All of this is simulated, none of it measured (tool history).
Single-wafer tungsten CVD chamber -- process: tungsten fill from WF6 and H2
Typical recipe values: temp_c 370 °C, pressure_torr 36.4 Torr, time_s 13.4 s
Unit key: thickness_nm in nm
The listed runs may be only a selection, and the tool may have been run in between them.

| run | hour | temp_c | pressure_torr | time_s | read-back reference wafer on the same gauge, thickness_nm | thickness_nm |
|---|---|---|---|---|---|---|
| 1 | 0.0 | 370 | 36.4 | 13.4 | 24.213 | 23.620 |
| 2 | 21.4 | 370 | 36.4 | 13.4 | 24.213 | 23.599 |
| 3 | 41.7 | 370 | 36.4 | 13.4 | 24.194 | 23.558 |
| 4 | 70.4 | 370 | 36.4 | 13.4 | 24.192 | 23.609 |
| 5 | 90.1 | 370 | 36.4 | 13.4 | 24.198 | 23.496 |
| 6 | 119.6 | 370 | 36.4 | 13.4 | 24.204 | 23.488 |
| 7 | 146.2 | 370 | 36.4 | 13.4 | 24.198 | 23.482 |
| 8 | 180.1 | 376 | 28.9 | 13.4 | 24.198 | 23.239 |
| 9 | 198.7 | 370 | 36.4 | 14.8 | 24.211 | 25.810 |
|  | 215.5 | gauge calibrated |
| 10 | 223.7 | 356 | 36.4 | 11.9 | 24.200 | 15.901 |
| 11 | 238.3 | 370 | 36.4 | 13.4 | 24.204 | 23.408 |
| 12 | 252.7 | 370 | 36.4 | 11.3 | 24.205 | 19.711 |
|  | 262.8 | capacitance manometer re-zeroed and calibrated |
| 13 | 268.9 | 355 | 31.9 | 14.3 | 24.197 | 18.086 |
|  | 292.8 | showerhead replaced |
| 14 | 293.3 | 370 | 36.4 | 13.4 | 24.203 | 24.208 |
|  | 306.3 | thermocouple changed; heater temperature recalibrated |
| 15 | 392.3 | 370 | 39.4 | 11.2 | 24.203 | 21.647 |

A few steps of thickness_nm between consecutive runs. Split each: what settings, incoming material and random variation would produce without the hidden state, and what is left over for the hidden state, along with gauge scatter present in only one of the two compared results (measured, and without hidden state):
The tool's hidden condition here consists of: wafer temperature above the value expected at the setpoint (K); true pressure above the setpoint (%); gauge reads high (%).
Run 9 -> 10: temp_c 370 -> 356, time_s 14.8 -> 11.9, gauge calibrated. thickness_nm -9.909 nm: hidden state +0.668, all else -10.577.
Run 14 -> 15: pressure_torr 36.4 -> 39.4, time_s 13.4 -> 11.2, thermocouple changed; heater temperature recalibrated. thickness_nm -2.561 nm: hidden state +0.818, all else -3.379.
